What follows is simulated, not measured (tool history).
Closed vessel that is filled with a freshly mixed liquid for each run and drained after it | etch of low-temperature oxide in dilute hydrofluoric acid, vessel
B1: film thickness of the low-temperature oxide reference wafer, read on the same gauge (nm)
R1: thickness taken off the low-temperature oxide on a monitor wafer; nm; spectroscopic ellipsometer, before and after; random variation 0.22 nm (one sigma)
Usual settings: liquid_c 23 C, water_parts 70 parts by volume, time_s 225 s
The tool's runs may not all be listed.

run 1 hour=0 | liquid_c=23 water_parts=70 time_s=225 | B1=59.99 | R1=32.63
run 2 hour=51.2 | liquid_c=23 water_parts=70 time_s=225 | B1=60 | R1=32.78
run 3 hour=229.4 | liquid_c=23 water_parts=70 time_s=225 | B1=60.01 | R1=32.57
run 4 hour=270.6 | liquid_c=23 water_parts=70 time_s=225 | B1=60 | R1=32.77
run 5 hour=303.4 | liquid_c=23 water_parts=70 time_s=225 | B1=60 | R1=32.25
run 6 hour=336.1 | liquid_c=23 water_parts=90 time_s=290 | B1=60 | R1=32.03
run 7 hour=383.7 | liquid_c=23 water_parts=90 time_s=290 | B1=59.98 | R1=32.03
-- hour=431.8 thermometer replaced
run 8 hour=440 | liquid_c=23 water_parts=70 time_s=175 | B1=60 | R1=27.55
run 9 hour=479.6 | liquid_c=23 water_parts=70 time_s=175 | B1=59.98 | R1=27.38
run 10 hour=530.9 | liquid_c=23 water_parts=70 time_s=225 | B1=60.01 | R1=35.36
run 11 hour=565 | liquid_c=23 water_parts=70 time_s=225 | B1=59.98 | R1=35.71
run 12 hour=603.5 | liquid_c=23 water_parts=70 time_s=225 | B1=60 | R1=35.56
run 13 hour=639.9 | liquid_c=23 water_parts=70 time_s=225 | B1=60.01 | R1=35.34
run 14 hour=692.1 | liquid_c=23 water_parts=70 time_s=225 | B1=59.97 | R1=35.48
run 15 hour=724.5 | liquid_c=20.5 water_parts=70 time_s=140 | B1=60.02 | R1=19.99
run 16 hour=750.8 | liquid_c=21.5 water_parts=70 time_s=225 | B1=60 | R1=33.06
run 17 hour=803.2 | liquid_c=23 water_parts=50 time_s=175 | B1=59.96 | R1=39.44
run 18 hour=830.1 | liquid_c=19 water_parts=70 time_s=225 | B1=59.99 | R1=29.95
run 19 hour=874.8 | liquid_c=27.5 water_parts=70 time_s=125 | B1=60.01 | R1=23.44
run 20 hour=911.8 | liquid_c=20.5 water_parts=105 time_s=180 | B1=60.01 | R1=16.22
-- hour=917.5 hydrofluoric acid flow meter replaced
run 21 hour=977 | liquid_c=23 water_parts=70 time_s=180 | B1=59.99 | R1=27.05
-- hour=986.5 gauge calibrated
run 22 hour=1023.2 | liquid_c=23 water_parts=40 time_s=140 | B1=59.97 | R1=37.87
run 23 hour=1049.1 | liquid_c=23 water_parts=70 time_s=225 | B1=60.01 | R1=34.17
run 24 hour=1082.6 | liquid_c=23 water_parts=70 time_s=225 | B1=60.02 | R1=34.04
run 25 hour=1152.2 | liquid_c=23 water_parts=90 time_s=105 | B1=59.99 | R1=12.21
run 26 hour=1182.5 | liquid_c=20.5 water_parts=105 time_s=180 | B1=60 | R1=15.64
run 27 hour=1339.4 | liquid_c=23 water_parts=70 time_s=225 | B1=60.03 | R1=34.05
run 28 hour=1373.4 | liquid_c=21 water_parts=70 time_s=225 | B1=59.98 | R1=31.04
run 29 hour=1443.8 | liquid_c=26 water_parts=70 time_s=135 | B1=60.02 | R1=22.96
run 30 hour=1513.5 | liquid_c=23 water_parts=90 time_s=330 | B1=59.99 | R1=37.58
run 31 hour=1580.3 | liquid_c=23 water_parts=40 time_s=335 | B1=60 | R1=91.62
run 32 hour=1633.5 | liquid_c=23 water_parts=95 time_s=295 | B1=59.98 | R1=31.93

Forecast each of these 4 alternatives for the next run:
run A hour=1634.2 | liquid_c=23 water_parts=70 time_s=225 | B1=? | R1=?
run B hour=1634.2 | liquid_c=25.5 water_parts=55 time_s=170 | B1=? | R1=?
run C hour=1634.2 | liquid_c=18 water_parts=70 time_s=100 | B1=? | R1=?
run D hour=1634.2 | liquid_c=24.5 water_parts=70 time_s=335 | B1=? | R1=?

run=A B1=60 R1=33.65
run=B B1=60 R1=36.54
run=C B1=60 R1=12.11
run=D B1=60 R1=53.29
Without the tool's hidden state the same runs would have given:
run=A R1=34.8
run=B R1=37.78
run=C R1=12.56
run=D R1=55.07
